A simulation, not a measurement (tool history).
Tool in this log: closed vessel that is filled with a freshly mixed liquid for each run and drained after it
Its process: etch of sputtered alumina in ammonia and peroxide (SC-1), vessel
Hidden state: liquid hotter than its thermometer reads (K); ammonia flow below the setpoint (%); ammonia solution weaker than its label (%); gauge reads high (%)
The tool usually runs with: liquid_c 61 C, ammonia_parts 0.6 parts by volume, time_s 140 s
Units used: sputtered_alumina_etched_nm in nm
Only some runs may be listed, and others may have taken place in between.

run	hour	liquid_c	ammonia_parts	time_s	wafers since the last listed run	hours since the thermometer was replaced	hours since the ammonia flow meter was replaced	hours since the drum of ammonia solution was connected	hours since the gauge calibration	read-back film thickness of the sputtered alumina reference wafer, read on the same gauge (nm)	sputtered_alumina_etched_nm
1	0	61	0.6	140	0	1170.8	200.5	419.7	3468	70.04	12.16
2	68.3	61	0.5	140	6667	1239.1	268.8	488	3536.3	70.04	11.89
# hour 86.3: thermometer replaced
3	125.9	61	0.5	140	5525	39.6	326.4	545.6	3593.9	69.99	11.74
# hour 212.9: new drum of ammonia solution connected
4	216.7	55.5	0.6	140	8766	130.4	417.2	3.8	3684.7	69.99	9.08
5	319.7	61	0.6	140	10055	233.4	520.2	106.8	3787.7	70	12.06
6	391.2	61	0.6	140	6980	304.9	591.7	178.3	3859.2	70.02	12.06
7	473.6	61	0.6	140	8044	387.3	674.1	260.7	3941.6	70.01	12.05
# hour 689.2: gauge calibrated
8	709.5	61	0.6	140	23030	623.2	910	496.6	20.3	70	12.04
# hour 875.9: new drum of ammonia solution connected
9	955.7	61	0.4	140	23938	869.4	1156.2	79.8	266.5	69.99	11.68
# hour 981.1: ammonia flow meter replaced
10	1008.8	61	0.6	140	5086	922.5	27.7	132.9	319.6	69.96	12.15
11	1091.3	55	0.6	90	8054	1005	110.2	215.4	402.1	70.02	5.74
12	1156.3	56	0.8	90	6345	1070	175.2	280.4	467.1	70.01	6.21
13	1222.9	56	0.8	65	6501	1136.6	241.8	347	533.7	69.98	4.48
14	1289.8	61	0.6	140	6531	1203.5	308.7	413.9	600.6	70	12.16
# hour 1356.7: thermometer replaced
# hour 1589: new drum of ammonia solution connected
15	1603.2	51	0.75	175	30401	246.5	622.1	14.2	914	69.99	9.14
16	1701.6	51	0.75	175	9606	344.9	720.5	112.6	1012.4	69.99	9.12
17	1767	61	0.6	140	6384	410.3	785.9	178	1077.8	69.99	12.05
18	1806.5	61	0.6	115	3856	449.8	825.4	217.5	1117.3	70	9.92
19	1845.5	69.5	0.6	95	3807	488.8	864.4	256.5	1156.3	70	12.52
20	1953.1	61	0.6	140	10504	596.4	972	364.1	1263.9	69.97	12.14
21	2000.6	69	0.4	100	4637	643.9	1019.5	411.6	1311.4	70.03	12.34
22	2098.9	61	0.35	190	9596	742.2	1117.8	509.9	1409.7	70.02	15.52
# hour 2113.7: ammonia flow meter replaced
23	2159.1	61	0.6	85	5779	802.4	45.4	570.1	1469.9	69.97	7.32

Run 24 is up next; what results do you expect?
# hour 2186: new drum of ammonia solution connected
24	2210.3	53	0.8	110	4900	853.6	96.6	24.3	1521.1	?	?

{"run 24": {"read-back film thickness of the sputtered alumina reference wafer, read on the same gauge (nm)": 69.99, "sputtered_alumina_etched_nm": 6.43}}
With the hidden condition absent and the run-to-run variation left alone, this run would have shown sputtered_alumina_etched_nm 6.34 nm.
